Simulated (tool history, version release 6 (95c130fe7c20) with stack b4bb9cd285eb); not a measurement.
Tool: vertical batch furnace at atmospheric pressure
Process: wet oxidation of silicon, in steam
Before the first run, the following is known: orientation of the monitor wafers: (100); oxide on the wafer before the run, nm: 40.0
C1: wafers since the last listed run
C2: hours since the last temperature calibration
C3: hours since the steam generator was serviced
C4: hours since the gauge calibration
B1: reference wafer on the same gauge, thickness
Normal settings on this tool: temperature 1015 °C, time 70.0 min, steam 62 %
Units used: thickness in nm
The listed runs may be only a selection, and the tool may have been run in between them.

Run 1, hour 0.0: usual settings; C1 0; C2 1308.4; C3 2683.4; C4 897.4; B1 460.08. Result: thickness 383.76 nm.
Run 2, hour 31.8: usual settings but time 91.5 min; C1 338; C2 1340.2; C3 2715.2; C4 929.2; B1 459.86. Result: thickness 457.29 nm.
Run 3, hour 50.6: usual settings; C1 200; C2 1359.0; C3 2734.0; C4 948.0; B1 460.05. Result: thickness 384.28 nm.
Run 4, hour 83.7: usual settings; C1 352; C2 1392.1; C3 2767.1; C4 981.1; B1 459.32. Result: thickness 385.09 nm.
Run 5, hour 98.1: usual settings; C1 153; C2 1406.5; C3 2781.5; C4 995.5; B1 460.05. Result: thickness 381.92 nm.
Run 6, hour 134.1: usual settings; C1 383; C2 1442.5; C3 2817.5; C4 1031.5; B1 459.66. Result: thickness 386.87 nm.
Run 7, hour 156.3: usual settings; C1 236; C2 1464.7; C3 2839.7; C4 1053.7; B1 459.90. Result: thickness 383.84 nm.
Run 8, hour 187.9: usual settings; C1 336; C2 1496.3; C3 2871.3; C4 1085.3; B1 459.84. Result: thickness 385.03 nm.
Run 9, hour 204.5: usual settings; C1 176; C2 1512.9; C3 2887.9; C4 1101.9; B1 460.23. Result: thickness 381.81 nm.
Run 10, hour 231.8: usual settings; C1 290; C2 1540.2; C3 2915.2; C4 1129.2; B1 459.74. Result: thickness 381.14 nm.
Run 11, hour 260.5: usual settings; C1 305; C2 1568.9; C3 2943.9; C4 1157.9; B1 460.14. Result: thickness 381.01 nm.
At hour 285.7: steam generator serviced.
Run 12, hour 286.2: usual settings; C1 18; C2 1594.6; C3 0.5; C4 1183.6; B1 460.06. Result: thickness 400.34 nm.
At hour 316.3: gauge calibrated.
At hour 365.8: thermocouples replaced and temperature profile calibrated.
Run 13, hour 372.6: usual settings; C1 664; C2 6.8; C3 86.9; C4 56.3; B1 460.38. Result: thickness 402.16 nm.
Run 14, hour 386.9: usual settings; C1 152; C2 21.1; C3 101.2; C4 70.6; B1 460.06. Result: thickness 399.57 nm.
Run 15, hour 399.3: usual settings; C1 131; C2 33.5; C3 113.6; C4 83.0; B1 460.58. Result: thickness 402.20 nm.
Run 16, hour 425.0: usual settings; C1 273; C2 59.2; C3 139.3; C4 108.7; B1 459.80. Result: thickness 400.00 nm.
Run 17, hour 452.7: usual settings but temperature 990 °C, time 37.0 min, steam 69 %; C1 294; C2 86.9; C3 167.0; C4 136.4; B1 459.89. Result: thickness 237.03 nm.
Run 18, hour 478.9: usual settings but temperature 995 °C, time 81.0 min, steam 54 %; C1 278; C2 113.1; C3 193.2; C4 162.6; B1 459.91. Result: thickness 350.99 nm.
Run 19, hour 507.6: usual settings; C1 305; C2 141.8; C3 221.9; C4 191.3; B1 460.44. Result: thickness 400.99 nm.
Run 20, hour 519.6: usual settings; C1 127; C2 153.8; C3 233.9; C4 203.3; B1 460.05. Result: thickness 397.33 nm.
Run 21, hour 550.8: usual settings; C1 332; C2 185.0; C3 265.1; C4 234.5; B1 459.88. Result: thickness 401.10 nm.
Run 22, hour 584.9: usual settings but temperature 1000 °C, time 79.5 min, steam 53 %; C1 362; C2 219.1; C3 299.2; C4 268.6; B1 459.77. Result: thickness 356.32 nm.
Run 23, hour 614.0: usual settings but time 82.5 min; C1 309; C2 248.2; C3 328.3; C4 297.7; B1 459.64. Result: thickness 442.10 nm.
Run 24, hour 639.3: usual settings but temperature 997 °C, time 46.5 min, steam 52 %; C1 269; C2 273.5; C3 353.6; C4 323.0; B1 459.99. Result: thickness 241.51 nm.
Run 25, hour 655.3: usual settings but time 38.0 min, steam 54 %; C1 170; C2 289.5; C3 369.6; C4 339.0; B1 460.31. Result: thickness 248.13 nm.
Run 26, hour 671.7: usual settings; C1 174; C2 305.9; C3 386.0; C4 355.4; B1 459.72. Result: thickness 399.83 nm.
Run 27, hour 699.4: usual settings but temperature 999 °C, time 83.0 min, steam 65 %; C1 294; C2 333.6; C3 413.7; C4 383.1; B1 460.09. Result: thickness 416.44 nm.
Run 28, hour 722.7: usual settings; C1 248; C2 356.9; C3 437.0; C4 406.4; B1 460.12. Result: thickness 401.75 nm.
Run 29, hour 754.4: usual settings; C1 337; C2 388.6; C3 468.7; C4 438.1; B1 459.94. Result: thickness 398.78 nm.
Run 30, hour 767.0: usual settings but temperature 1029 °C, time 99.5 min; C1 134; C2 401.2; C3 481.3; C4 450.7; B1 459.95. Result: thickness 539.60 nm.
Run 31, hour 797.6: usual settings but temperature 1026 °C, time 90.0 min, steam 70 %; C1 325; C2 431.8; C3 511.9; C4 481.3; B1 459.88. Result: thickness 539.37 nm.
Run 32, hour 831.3: usual settings but temperature 1029 °C, time 102.0 min; C1 358; C2 465.5; C3 545.6; C4 515.0; B1 460.26. Result: thickness 548.50 nm.
Run 33, hour 866.1: usual settings but time 85.0 min, steam 69 %; C1 370; C2 500.3; C3 580.4; C4 549.8; B1 460.37. Result: thickness 483.30 nm.
Run 34, hour 884.2: usual settings but temperature 1024 °C, time 100.5 min; C1 192; C2 518.4; C3 598.5; C4 567.9; B1 460.16. Result: thickness 528.77 nm.
Run 35, hour 903.8: usual settings but time 53.0 min; C1 208; C2 538.0; C3 618.1; C4 587.5; B1 459.73. Result: thickness 333.42 nm.
Run 36, hour 926.8: usual settings but temperature 1026 °C, time 90.0 min, steam 70 %; C1 244; C2 561.0; C3 641.1; C4 610.5; B1 460.23. Result: thickness 538.67 nm.
Run 37, hour 939.5: usual settings but temperature 1004 °C, steam 54 %; C1 135; C2 573.7; C3 653.8; C4 623.2; B1 460.26. Result: thickness 340.83 nm.
Run 38, hour 972.3: usual settings but temperature 1023 °C, time 43.0 min, steam 58 %; C1 349; C2 606.5; C3 686.6; C4 656.0; B1 460.26. Result: thickness 294.69 nm.
Run 39, hour 985.4: usual settings but temperature 1000 °C; C1 139; C2 619.6; C3 699.7; C4 669.1; B1 460.04. Result: thickness 359.76 nm.

Each row is a separate what-if for the run after 39, all from the same tool condition, not one after another. Results?
Run A, hour 989.8: usual settings but steam 69 %; C1 46; C2 624.0; C3 704.1; C4 673.5; B1 ?. Result: thickness ?.
Run B, hour 989.8: usual settings but temperature 993 °C, time 55.0 min, steam 54 %; C1 46; C2 624.0; C3 704.1; C4 673.5; B1 ?. Result: thickness ?.
Run C, hour 989.8: usual settings but temperature 1037 °C, time 40.5 min, steam 53 %; C1 46; C2 624.0; C3 704.1; C4 673.5; B1 ?. Result: thickness ?.

run      B1  thickness
  A  460.53     431.25
  B  460.53     269.85
  C  460.53     297.26
Take away the tool's hidden state, keep each run's random variation, and the runs would have read:
run  thickness
  A     435.01
  B     272.33
  C     299.83

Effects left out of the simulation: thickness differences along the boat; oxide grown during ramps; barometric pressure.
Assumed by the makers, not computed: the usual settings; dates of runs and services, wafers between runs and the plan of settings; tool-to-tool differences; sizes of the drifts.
